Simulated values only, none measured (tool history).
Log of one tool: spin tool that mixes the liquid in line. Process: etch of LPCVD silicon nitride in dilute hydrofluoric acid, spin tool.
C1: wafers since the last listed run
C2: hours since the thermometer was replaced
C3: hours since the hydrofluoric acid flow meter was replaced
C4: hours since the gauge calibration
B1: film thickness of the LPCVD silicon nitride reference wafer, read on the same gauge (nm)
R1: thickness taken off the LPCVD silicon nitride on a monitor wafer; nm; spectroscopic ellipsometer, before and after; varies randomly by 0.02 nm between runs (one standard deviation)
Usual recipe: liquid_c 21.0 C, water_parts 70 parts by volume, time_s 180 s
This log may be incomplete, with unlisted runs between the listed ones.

run 1 day=0.000 | liquid_c=21.0 water_parts=70 time_s=180 | C1=0 C2=1772.0 C3=1048.8 C4=403.3 | B1=60.038 | R1=0.953
run 2 day=0.279 | liquid_c=21.0 water_parts=70 time_s=180 | C1=50 C2=1778.7 C3=1055.5 C4=410.0 | B1=59.965 | R1=1.008
run 3 day=0.546 | liquid_c=21.0 water_parts=70 time_s=225 | C1=48 C2=1785.1 C3=1061.9 C4=416.4 | B1=59.926 | R1=1.216
run 4 day=1.425 | liquid_c=21.0 water_parts=70 time_s=225 | C1=159 C2=1806.2 C3=1083.0 C4=437.5 | B1=60.022 | R1=1.241
run 5 day=1.954 | liquid_c=21.0 water_parts=70 time_s=225 | C1=96 C2=1818.9 C3=1095.7 C4=450.2 | B1=60.031 | R1=1.187
run 6 day=2.546 | liquid_c=18.0 water_parts=70 time_s=155 | C1=107 C2=1833.1 C3=1109.9 C4=464.4 | B1=60.003 | R1=0.670
run 7 day=3.071 | liquid_c=18.0 water_parts=70 time_s=155 | C1=95 C2=1845.7 C3=1122.5 C4=477.0 | B1=60.014 | R1=0.669
-- day=3.400 thermometer replaced
run 8 day=3.529 | liquid_c=21.0 water_parts=50 time_s=180 | C1=75 C2=3.1 C3=1133.5 C4=488.0 | B1=60.074 | R1=1.286
run 9 day=4.167 | liquid_c=21.0 water_parts=50 time_s=180 | C1=115 C2=18.4 C3=1148.8 C4=503.3 | B1=59.997 | R1=1.317
run 10 day=4.738 | liquid_c=21.0 water_parts=50 time_s=180 | C1=103 C2=32.1 C3=1162.5 C4=517.0 | B1=59.991 | R1=1.345
run 11 day=5.321 | liquid_c=23.0 water_parts=70 time_s=180 | C1=105 C2=46.1 C3=1176.5 C4=531.0 | B1=59.983 | R1=1.103
run 12 day=6.058 | liquid_c=21.0 water_parts=70 time_s=275 | C1=133 C2=63.8 C3=1194.2 C4=548.7 | B1=60.031 | R1=1.440
run 13 day=6.442 | liquid_c=21.0 water_parts=70 time_s=180 | C1=69 C2=73.0 C3=1203.4 C4=557.9 | B1=60.003 | R1=0.977
run 14 day=6.738 | liquid_c=21.0 water_parts=70 time_s=180 | C1=53 C2=80.1 C3=1210.5 C4=565.0 | B1=59.997 | R1=0.969
run 15 day=7.471 | liquid_c=21.0 water_parts=60 time_s=210 | C1=133 C2=97.7 C3=1228.1 C4=582.6 | B1=59.934 | R1=1.314
run 16 day=8.025 | liquid_c=18.0 water_parts=70 time_s=155 | C1=100 C2=111.0 C3=1241.4 C4=595.9 | B1=59.992 | R1=0.691
-- day=8.150 hydrofluoric acid flow meter replaced
-- day=8.658 gauge calibrated
run 17 day=8.896 | liquid_c=17.0 water_parts=80 time_s=90 | C1=150 C2=131.9 C3=17.9 C4=5.7 | B1=60.026 | R1=0.324
run 18 day=9.583 | liquid_c=17.0 water_parts=35 time_s=150 | C1=124 C2=148.4 C3=34.4 C4=22.2 | B1=59.957 | R1=1.191
run 19 day=9.875 | liquid_c=22.5 water_parts=70 time_s=180 | C1=52 C2=155.4 C3=41.4 C4=29.2 | B1=59.993 | R1=1.082
run 20 day=10.208 | liquid_c=18.5 water_parts=80 time_s=215 | C1=60 C2=163.4 C3=49.4 C4=37.2 | B1=60.015 | R1=0.881
run 21 day=10.671 | liquid_c=21.0 water_parts=70 time_s=180 | C1=83 C2=174.5 C3=60.5 C4=48.3 | B1=60.006 | R1=1.007
run 22 day=11.296 | liquid_c=18.5 water_parts=60 time_s=120 | C1=113 C2=189.5 C3=75.5 C4=63.3 | B1=59.977 | R1=0.637
run 23 day=11.608 | liquid_c=21.0 water_parts=105 time_s=260 | C1=56 C2=197.0 C3=83.0 C4=70.8 | B1=60.013 | R1=0.934
run 24 day=12.354 | liquid_c=21.0 water_parts=80 time_s=180 | C1=135 C2=214.9 C3=100.9 C4=88.7 | B1=59.991 | R1=0.855
run 25 day=12.788 | liquid_c=21.0 water_parts=70 time_s=180 | C1=78 C2=225.3 C3=111.3 C4=99.1 | B1=60.024 | R1=0.999
run 26 day=13.300 | liquid_c=18.0 water_parts=40 time_s=90 | C1=93 C2=237.6 C3=123.6 C4=111.4 | B1=60.037 | R1=0.707
run 27 day=14.038 | liquid_c=21.0 water_parts=70 time_s=285 | C1=133 C2=255.3 C3=141.3 C4=129.1 | B1=60.048 | R1=1.564
run 28 day=14.512 | liquid_c=24.5 water_parts=70 time_s=180 | C1=86 C2=266.7 C3=152.7 C4=140.5 | B1=59.989 | R1=1.241
run 29 day=15.038 | liquid_c=21.0 water_parts=70 time_s=180 | C1=95 C2=279.3 C3=165.3 C4=153.1 | B1=60.037 | R1=0.958
run 30 day=16.092 | liquid_c=19.0 water_parts=70 time_s=180 | C1=191 C2=304.6 C3=190.6 C4=178.4 | B1=59.960 | R1=0.882
run 31 day=16.646 | liquid_c=21.0 water_parts=70 time_s=180 | C1=100 C2=317.9 C3=203.9 C4=191.7 | B1=59.992 | R1=0.958
run 32 day=17.292 | liquid_c=25.5 water_parts=70 time_s=180 | C1=117 C2=333.4 C3=219.4 C4=207.2 | B1=59.995 | R1=1.340
run 33 day=17.725 | liquid_c=19.0 water_parts=70 time_s=180 | C1=78 C2=343.8 C3=229.8 C4=217.6 | B1=60.029 | R1=0.835

Below are 4 alternative next runs, each starting from the tool's condition after run 33. Predict each:
run A day=17.746 | liquid_c=21.0 water_parts=70 time_s=180 | C1=3 C2=344.3 C3=230.3 C4=218.1 | B1=? | R1=?
run B day=17.746 | liquid_c=21.0 water_parts=95 time_s=130 | C1=3 C2=344.3 C3=230.3 C4=218.1 | B1=? | R1=?
run C day=17.746 | liquid_c=23.5 water_parts=45 time_s=115 | C1=3 C2=344.3 C3=230.3 C4=218.1 | B1=? | R1=?
run D day=17.746 | liquid_c=23.5 water_parts=40 time_s=180 | C1=3 C2=344.3 C3=230.3 C4=218.1 | B1=? | R1=?

run=A B1=59.994 R1=0.954
run=B B1=59.994 R1=0.511
run=C B1=59.994 R1=1.113
run=D B1=59.994 R1=1.954
Without the tool's unlogged condition, the same runs would have read:
run=A R1=0.954
run=B R1=0.511
run=C R1=1.113
run=D R1=1.954
